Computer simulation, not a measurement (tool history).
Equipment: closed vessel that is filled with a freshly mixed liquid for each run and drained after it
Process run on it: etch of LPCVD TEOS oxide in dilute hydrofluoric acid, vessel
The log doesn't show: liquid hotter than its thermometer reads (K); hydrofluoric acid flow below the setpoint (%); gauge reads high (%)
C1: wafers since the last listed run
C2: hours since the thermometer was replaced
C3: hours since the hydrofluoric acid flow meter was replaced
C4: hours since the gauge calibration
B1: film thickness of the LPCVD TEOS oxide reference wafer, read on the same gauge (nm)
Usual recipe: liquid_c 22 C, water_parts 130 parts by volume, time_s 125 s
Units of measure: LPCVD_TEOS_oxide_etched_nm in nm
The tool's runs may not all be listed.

{"run": 1, "day": 0.0, "liquid_c": 22, "water_parts": 130, "time_s": 125, "C1": 0, "C2": 22.8, "C3": 408.4, "C4": 442, "B1": 99.96, "LPCVD_TEOS_oxide_etched_nm": 22.32}
{"run": 2, "day": 2.392, "liquid_c": 22, "water_parts": 130, "time_s": 125, "C1": 7029, "C2": 80.2, "C3": 465.8, "C4": 499.4, "B1": 100.01, "LPCVD_TEOS_oxide_etched_nm": 22.25}
{"run": 3, "day": 3.754, "liquid_c": 22, "water_parts": 130, "time_s": 125, "C1": 4004, "C2": 112.9, "C3": 498.5, "C4": 532.1, "B1": 100.06, "LPCVD_TEOS_oxide_etched_nm": 22.09}
{"run": 4, "day": 5.321, "liquid_c": 22, "water_parts": 130, "time_s": 125, "C1": 4604, "C2": 150.5, "C3": 536.1, "C4": 569.7, "B1": 99.97, "LPCVD_TEOS_oxide_etched_nm": 22.14}
{"run": 5, "day": 6.817, "liquid_c": 22, "water_parts": 130, "time_s": 125, "C1": 4396, "C2": 186.4, "C3": 572, "C4": 605.6, "B1": 100, "LPCVD_TEOS_oxide_etched_nm": 21.92}
{"run": 6, "day": 8.338, "liquid_c": 22, "water_parts": 130, "time_s": 125, "C1": 4470, "C2": 222.9, "C3": 608.5, "C4": 642.1, "B1": 99.95, "LPCVD_TEOS_oxide_etched_nm": 22.15}
{"run": 7, "day": 11.042, "liquid_c": 22, "water_parts": 155, "time_s": 125, "C1": 7948, "C2": 287.8, "C3": 673.4, "C4": 707, "B1": 99.96, "LPCVD_TEOS_oxide_etched_nm": 17.7}
{"run": 8, "day": 13.858, "liquid_c": 22, "water_parts": 155, "time_s": 125, "C1": 8278, "C2": 355.4, "C3": 741, "C4": 774.6, "B1": 99.99, "LPCVD_TEOS_oxide_etched_nm": 17.81}
{"run": 9, "day": 15.629, "liquid_c": 22, "water_parts": 130, "time_s": 125, "C1": 5204, "C2": 397.9, "C3": 783.5, "C4": 817.1, "B1": 100.01, "LPCVD_TEOS_oxide_etched_nm": 21.67}
{"run": 10, "day": 16.904, "liquid_c": 22, "water_parts": 130, "time_s": 125, "C1": 3747, "C2": 428.5, "C3": 814.1, "C4": 847.7, "B1": 100.02, "LPCVD_TEOS_oxide_etched_nm": 21.31}
{"run": 11, "day": 19.658, "liquid_c": 22, "water_parts": 130, "time_s": 125, "C1": 8095, "C2": 494.6, "C3": 880.2, "C4": 913.8, "B1": 100, "LPCVD_TEOS_oxide_etched_nm": 21.68}
{"run": 12, "day": 21.121, "liquid_c": 22, "water_parts": 130, "time_s": 125, "C1": 4298, "C2": 529.7, "C3": 915.3, "C4": 948.9, "B1": 99.98, "LPCVD_TEOS_oxide_etched_nm": 21.67}
{"run": 13, "day": 23.475, "liquid_c": 22, "water_parts": 130, "time_s": 125, "C1": 6919, "C2": 586.2, "C3": 971.8, "C4": 1005.4, "B1": 100.02, "LPCVD_TEOS_oxide_etched_nm": 21.61}
{"run": 14, "day": 27.671, "liquid_c": 22, "water_parts": 130, "time_s": 125, "C1": 12332, "C2": 686.9, "C3": 1072.5, "C4": 1106.1, "B1": 99.97, "LPCVD_TEOS_oxide_etched_nm": 21.34}
{"run": 15, "day": 30.521, "liquid_c": 22, "water_parts": 130, "time_s": 65, "C1": 8376, "C2": 755.3, "C3": 1140.9, "C4": 1174.5, "B1": 99.99, "LPCVD_TEOS_oxide_etched_nm": 10.94}
{"run": 16, "day": 33.217, "liquid_c": 22, "water_parts": 130, "time_s": 70, "C1": 7923, "C2": 820, "C3": 1205.6, "C4": 1239.2, "B1": 99.95, "LPCVD_TEOS_oxide_etched_nm": 11.91}
{"run": 17, "day": 35.55, "liquid_c": 22, "water_parts": 115, "time_s": 125, "C1": 6858, "C2": 876, "C3": 1261.6, "C4": 1295.2, "B1": 100.03, "LPCVD_TEOS_oxide_etched_nm": 24.06}
{"run": 18, "day": 37.254, "liquid_c": 19.5, "water_parts": 70, "time_s": 125, "C1": 5008, "C2": 916.9, "C3": 1302.5, "C4": 1336.1, "B1": 100, "LPCVD_TEOS_oxide_etched_nm": 38.1}
{"day": 37.854, "done": "hydrofluoric acid flow meter replaced"}
{"run": 19, "day": 38.9, "liquid_c": 22, "water_parts": 130, "time_s": 125, "C1": 4714, "C2": 956.4, "C3": 25.1, "C4": 1375.6, "B1": 100, "LPCVD_TEOS_oxide_etched_nm": 19.18}
{"day": 39.738, "done": "thermometer replaced"}
{"run": 20, "day": 40.738, "liquid_c": 22, "water_parts": 130, "time_s": 170, "C1": 5278, "C2": 24, "C3": 69.2, "C4": 1419.7, "B1": 100, "LPCVD_TEOS_oxide_etched_nm": 26.14}
{"run": 21, "day": 43.192, "liquid_c": 22, "water_parts": 80, "time_s": 125, "C1": 7213, "C2": 82.9, "C3": 128.1, "C4": 1478.6, "B1": 100.02, "LPCVD_TEOS_oxide_etched_nm": 33.31}
{"run": 22, "day": 44.229, "liquid_c": 25, "water_parts": 85, "time_s": 125, "C1": 3049, "C2": 107.8, "C3": 153, "C4": 1503.5, "B1": 100, "LPCVD_TEOS_oxide_etched_nm": 34.86}
{"run": 23, "day": 45.758, "liquid_c": 24.5, "water_parts": 145, "time_s": 125, "C1": 4494, "C2": 144.5, "C3": 189.7, "C4": 1540.2, "B1": 100.06, "LPCVD_TEOS_oxide_etched_nm": 18.52}
{"day": 48.683, "done": "hydrofluoric acid flow meter replaced, repeated, since the last time left the tool worse"}
{"day": 50.712, "done": "gauge calibrated"}
{"run": 24, "day": 53.546, "liquid_c": 22, "water_parts": 85, "time_s": 145, "C1": 22766, "C2": 331.4, "C3": 116.7, "C4": 68, "B1": 99.96, "LPCVD_TEOS_oxide_etched_nm": 42.11}
{"run": 25, "day": 55.617, "liquid_c": 25, "water_parts": 85, "time_s": 125, "C1": 6086, "C2": 381.1, "C3": 166.4, "C4": 117.7, "B1": 100.01, "LPCVD_TEOS_oxide_etched_nm": 41.35}
{"run": 26, "day": 56.625, "liquid_c": 22, "water_parts": 130, "time_s": 125, "C1": 2963, "C2": 405.3, "C3": 190.6, "C4": 141.9, "B1": 99.97, "LPCVD_TEOS_oxide_etched_nm": 22.72}
{"run": 27, "day": 64.0, "liquid_c": 22, "water_parts": 130, "time_s": 145, "C1": 21676, "C2": 582.3, "C3": 367.6, "C4": 318.9, "B1": 100.04, "LPCVD_TEOS_oxide_etched_nm": 26.15}
{"run": 28, "day": 66.483, "liquid_c": 18, "water_parts": 130, "time_s": 125, "C1": 7299, "C2": 641.9, "C3": 427.2, "C4": 378.5, "B1": 99.99, "LPCVD_TEOS_oxide_etched_nm": 18.93}

5 ways to go on from here, each from the tool as it stands after run 28. What would each give?
{"run": "A", "day": 66.512, "liquid_c": 22, "water_parts": 130, "time_s": 125, "C1": 85, "C2": 642.6, "C3": 427.9, "C4": 379.2, "B1": "?", "LPCVD_TEOS_oxide_etched_nm": "?"}
{"run": "B", "day": 66.512, "liquid_c": 22, "water_parts": 185, "time_s": 125, "C1": 85, "C2": 642.6, "C3": 427.9, "C4": 379.2, "B1": "?", "LPCVD_TEOS_oxide_etched_nm": "?"}
{"run": "C", "day": 66.512, "liquid_c": 25, "water_parts": 130, "time_s": 125, "C1": 85, "C2": 642.6, "C3": 427.9, "C4": 379.2, "B1": "?", "LPCVD_TEOS_oxide_etched_nm": "?"}
{"run": "D", "day": 66.512, "liquid_c": 26.5, "water_parts": 110, "time_s": 95, "C1": 85, "C2": 642.6, "C3": 427.9, "C4": 379.2, "B1": "?", "LPCVD_TEOS_oxide_etched_nm": "?"}
{"run": "E", "day": 66.512, "liquid_c": 20, "water_parts": 70, "time_s": 125, "C1": 85, "C2": 642.6, "C3": 427.9, "C4": 379.2, "B1": "?", "LPCVD_TEOS_oxide_etched_nm": "?"}

run=A B1=99.97 LPCVD_TEOS_oxide_etched_nm=22.24
run=B B1=99.97 LPCVD_TEOS_oxide_etched_nm=14.7
run=C B1=99.97 LPCVD_TEOS_oxide_etched_nm=24.99
run=D B1=99.97 LPCVD_TEOS_oxide_etched_nm=24.39
run=E B1=99.97 LPCVD_TEOS_oxide_etched_nm=40.87
Take away the tool's hidden state, keep each run's random variation, and the runs would have read:
run=A LPCVD_TEOS_oxide_etched_nm=23.09
run=B LPCVD_TEOS_oxide_etched_nm=15.29
run=C LPCVD_TEOS_oxide_etched_nm=25.96
run=D LPCVD_TEOS_oxide_etched_nm=25.32
run=E LPCVD_TEOS_oxide_etched_nm=42.34
